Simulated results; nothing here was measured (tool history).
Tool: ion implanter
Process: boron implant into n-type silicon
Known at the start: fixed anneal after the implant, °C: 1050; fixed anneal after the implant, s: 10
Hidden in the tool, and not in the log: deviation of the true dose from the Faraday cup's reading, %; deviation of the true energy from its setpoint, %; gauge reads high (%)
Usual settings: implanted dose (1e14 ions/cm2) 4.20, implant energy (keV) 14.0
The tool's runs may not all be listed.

run	hour	implanted dose (1e14 ions/cm2)	implant energy (keV)	wafers since the last listed run	hours since the last dose calibration	hours since the extraction supply was calibrated	hours since the gauge calibration	read-back reference wafer on the same gauge, sheet resistance	sheet resistance of the implanted and annealed layer (ohm/square)
1	0.0	4.20	16.0	0	1708.4	4213.9	96.4	217.97	258.77
2	17.1	4.20	16.0	508	1725.5	4231.0	113.5	218.06	259.23
3	31.1	5.06	14.0	416	1739.5	4245.0	127.5	217.92	225.52
4	71.3	5.06	14.0	1195	1779.7	4285.2	167.7	217.97	225.95
5	85.1	3.60	14.0	410	1793.5	4299.0	181.5	217.99	297.67
# hour 96.5: extraction supply calibrated
6	98.2	3.60	14.0	151	1806.6	1.7	194.6	217.95	298.08
7	120.0	4.20	14.0	648	1828.4	23.5	216.4	218.01	262.63
8	131.6	4.20	14.0	344	1840.0	35.1	228.0	218.02	262.72
9	142.6	4.20	14.0	327	1851.0	46.1	239.0	217.99	263.33
10	149.1	4.90	14.0	193	1857.5	52.6	245.5	218.03	231.95
11	165.8	4.90	14.0	496	1874.2	69.3	262.2	217.97	231.46
12	181.8	4.90	14.0	475	1890.2	85.3	278.2	217.93	231.10
13	190.0	2.95	14.0	243	1898.4	93.5	286.4	218.06	352.01
# hour 206.8: Faraday cup replaced and dose calibrated
14	207.3	3.26	19.0	276	0.5	110.8	303.7	218.11	306.36
15	222.4	5.06	14.0	448	15.6	125.9	318.8	218.01	220.99
16	233.7	4.20	15.5	335	26.9	137.2	330.1	218.11	254.98
17	245.6	4.60	14.0	353	38.8	149.1	342.0	218.00	239.41
18	261.4	3.43	18.0	469	54.6	164.9	357.8	218.01	296.58
19	271.4	4.96	11.5	297	64.6	174.9	367.8	218.04	229.30
# hour 281.4: gauge calibrated
20	284.8	3.35	16.0	398	78.0	188.3	3.4	217.98	306.22
21	298.7	3.10	9.5	413	91.9	202.2	17.3	217.92	348.23
22	308.9	5.27	9.5	303	102.1	212.4	27.5	218.01	222.67
23	324.3	4.20	18.5	457	117.5	227.8	42.9	218.01	251.26
24	342.3	4.55	17.5	535	135.5	245.8	60.9	218.00	237.15
25	351.0	3.15	14.0	258	144.2	254.5	69.6	218.07	327.75
26	358.2	4.20	14.0	214	151.4	261.7	76.8	218.00	259.26
27	375.8	3.15	14.0	523	169.0	279.3	94.4	217.99	328.72
28	387.1	4.74	14.0	335	180.3	290.6	105.7	217.94	235.38
29	394.1	3.20	9.0	208	187.3	297.6	112.7	217.92	343.42
30	406.4	4.56	14.0	365	199.6	309.9	125.0	217.99	242.34
31	413.9	4.20	14.0	222	207.1	317.4	132.5	217.98	260.03
32	425.3	3.84	11.0	338	218.5	328.8	143.9	218.01	287.07
33	439.2	5.22	9.5	413	232.4	342.7	157.8	218.02	225.85
34	445.4	3.40	16.0	184	238.6	348.9	164.0	218.04	303.26
35	457.6	3.56	17.0	362	250.8	361.1	176.2	218.02	290.99
36	469.7	4.20	14.0	359	262.9	373.2	188.3	217.94	260.34
37	480.0	4.90	14.0	306	273.2	383.5	198.6	217.97	228.73

Measured less the same run without the tool's hidden state. The same run-to-run variation is in both; the gauge's scatter may not be:
run	sheet resistance of the implanted and annealed layer (ohm/square)
1	+5.39
2	+5.42
3	+4.84
4	+4.86
5	+6.28
6	+6.29
7	+5.58
8	+5.58
9	+5.61
10	+5.01
11	+5.01
12	+5.00
13	+7.56
14	+0.24
15	+0.34
16	+0.52
17	+0.61
18	+0.95
19	+0.86
20	+1.27
21	+1.70
22	+1.20
23	+1.44
24	+1.53
25	+2.21
26	+1.82
27	+2.51
28	+1.92
29	+2.92
30	+2.12
31	+2.33
32	+2.71
33	+2.30
34	+3.00
35	+2.98
36	+2.78
37	+2.55

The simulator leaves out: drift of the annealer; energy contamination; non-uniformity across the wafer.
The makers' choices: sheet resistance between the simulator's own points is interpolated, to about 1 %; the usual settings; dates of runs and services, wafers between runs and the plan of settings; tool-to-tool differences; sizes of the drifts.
